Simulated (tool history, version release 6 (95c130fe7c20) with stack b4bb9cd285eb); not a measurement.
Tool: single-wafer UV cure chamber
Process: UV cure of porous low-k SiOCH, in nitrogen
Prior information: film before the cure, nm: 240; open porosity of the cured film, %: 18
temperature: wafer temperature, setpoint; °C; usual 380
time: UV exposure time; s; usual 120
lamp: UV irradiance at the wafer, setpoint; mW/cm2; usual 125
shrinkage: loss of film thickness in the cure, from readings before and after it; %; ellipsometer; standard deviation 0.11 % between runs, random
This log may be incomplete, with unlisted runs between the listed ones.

| run | hour | temperature | time | lamp | shrinkage |
|---|---|---|---|---|---|
| 1 | 0 | 380 | 120 | 125 | 9.608 |
| 2 | 12.1 | 380 | 120 | 125 | 9.534 |
| 3 | 107.1 | 380 | 120 | 125 | 9.592 |
| 4 | 130.8 | 366 | 120 | 125 | 9.203 |
| 5 | 148.3 | 366 | 120 | 125 | 9.192 |
| 6 | 174.5 | 366 | 120 | 125 | 8.938 |
| 7 | 208.3 | 380 | 120 | 146 | 9.77 |
| 8 | 222.5 | 380 | 120 | 146 | 9.756 |
| 9 | 253.5 | 380 | 120 | 110 | 8.415 |
|  | 269 | UV bulbs replaced |
| 10 | 269.5 | 380 | 120 | 125 | 8.809 |
| 11 | 297.7 | 371 | 70 | 108 | 6.202 |
| 12 | 310.6 | 369 | 90 | 125 | 7.577 |
|  | 331.5 | quartz window cleaned |
| 13 | 337.3 | 361 | 90 | 140 | 8.696 |
| 14 | 352.6 | 388 | 65 | 96 | 6.28 |
| 15 | 452 | 380 | 185 | 85 | 9.982 |
| 16 | 478.9 | 399 | 80 | 105 | 7.759 |
| 17 | 493.7 | 380 | 120 | 125 | 9.763 |
| 18 | 520.9 | 371 | 70 | 108 | 6.763 |

Consider 5 possible next runs. They are alternatives, not a sequence: every one starts from the tool as it was left by run 18. What does each give?
| A | 521.4 | 380 | 120 | 98 | ? |
| B | 521.4 | 380 | 185 | 125 | ? |
| C | 521.4 | 380 | 160 | 125 | ? |
| D | 521.4 | 361 | 90 | 151 | ? |
| E | 521.4 | 363 | 80 | 98 | ? |

| run | shrinkage |
|---|---|
| A | 8.805 |
| B | 11.858 |
| C | 11.181 |
| D | 9.087 |
| E | 6.812 |
What these runs would have given with no unlogged condition in the tool:
| run | shrinkage |
|---|---|
| A | 8.929 |
| B | 11.992 |
| C | 11.312 |
| D | 9.211 |
| E | 6.926 |
